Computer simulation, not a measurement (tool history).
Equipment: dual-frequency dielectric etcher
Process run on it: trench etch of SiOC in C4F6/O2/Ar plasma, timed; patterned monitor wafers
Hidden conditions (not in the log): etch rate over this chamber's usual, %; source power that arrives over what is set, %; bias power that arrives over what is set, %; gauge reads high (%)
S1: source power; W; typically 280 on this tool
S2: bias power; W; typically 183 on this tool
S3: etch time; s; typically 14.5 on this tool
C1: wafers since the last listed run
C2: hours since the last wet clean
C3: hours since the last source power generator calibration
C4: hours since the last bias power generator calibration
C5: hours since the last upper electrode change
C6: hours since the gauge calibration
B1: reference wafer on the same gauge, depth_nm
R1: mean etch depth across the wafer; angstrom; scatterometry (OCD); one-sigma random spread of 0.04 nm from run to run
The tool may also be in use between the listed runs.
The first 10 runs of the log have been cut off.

run,hour,S1,S2,S3,C1,C2,C3,C4,C5,C6,B1,R1
# hour 141.8: wet clean of the chamber
11,142.3,260,183,14.5,226,0.5,1950.1,3121.9,2119.9,329.8,25.5,262.2
12,142.7,260,183,14.5,8,0.9,1950.5,3122.3,2120.3,330.2,25.5,261.7
13,143,280,183,18,6,1.2,1950.8,3122.6,2120.6,330.5,25.51,333.3
14,159.7,280,207,14.5,338,17.9,1967.5,3139.3,2137.3,347.2,25.5,279.5
# hour 188.8: upper electrode replaced
15,189.3,280,183,14.5,113,47.5,1997.1,3168.9,0.5,376.8,25.51,266.6
16,189.6,280,183,14.5,6,47.8,1997.4,3169.2,0.8,377.1,25.5,267.8
17,197.7,280,183,14.5,163,55.9,2005.5,3177.3,8.9,385.2,25.51,267.6
18,212.3,280,183,18.5,295,70.5,2020.1,3191.9,23.5,399.8,25.5,341.2
# hour 218.3: bias power generator calibrated
# hour 218.4: gauge calibrated
19,224.4,280,183,18,163,82.6,2032.2,6.1,35.6,6,25.49,332.3
20,240.7,280,183,14.5,329,98.9,2048.5,22.4,51.9,22.3,25.5,267
21,249.6,260,212,11.5,180,107.8,2057.4,31.3,60.8,31.2,25.5,218.9
22,259,210,183,14.5,190,117.2,2066.8,40.7,70.2,40.6,25.5,247.6
# hour 263.8: source power generator calibrated
23,272.9,350,183,12,200,131.1,9.1,54.6,84.1,54.5,25.51,235.3
24,288.7,340,218,18,319,146.9,24.9,70.4,99.9,70.3,25.51,372.3
25,299,300,183,14.5,208,157.2,35.2,80.7,110.2,80.6,25.49,272.5
26,307.9,350,166,14.5,180,166.1,44.1,89.6,119.1,89.5,25.51,274.6
27,319.4,220,146,14.5,232,177.6,55.6,101.1,130.6,101,25.5,231.1
28,330.8,230,218,17.5,230,189,67,112.5,142,112.4,25.5,324.5
29,346.1,280,171,14.5,309,204.3,82.3,127.8,157.3,127.7,25.5,260.3
30,364,210,202,14.5,362,222.2,100.2,145.7,175.2,145.6,25.51,255.7

Each row is a separate what-if for the run after 30, all from the same tool condition, not one after another. Results?
A,364.4,340,183,14.5,8,222.6,100.6,146.1,175.6,146,?,?
B,364.4,230,152,12,8,222.6,100.6,146.1,175.6,146,?,?
C,364.4,250,183,16.5,8,222.6,100.6,146.1,175.6,146,?,?
D,364.4,240,149,14.5,8,222.6,100.6,146.1,175.6,146,?,?

run,B1,R1
A,25.5,281.3
B,25.5,195.6
C,25.5,293.7
D,25.5,237.4
Without the tool's hidden state the same runs would have given:
run,R1
A,282.1
B,196.2
C,294.5
D,238.1

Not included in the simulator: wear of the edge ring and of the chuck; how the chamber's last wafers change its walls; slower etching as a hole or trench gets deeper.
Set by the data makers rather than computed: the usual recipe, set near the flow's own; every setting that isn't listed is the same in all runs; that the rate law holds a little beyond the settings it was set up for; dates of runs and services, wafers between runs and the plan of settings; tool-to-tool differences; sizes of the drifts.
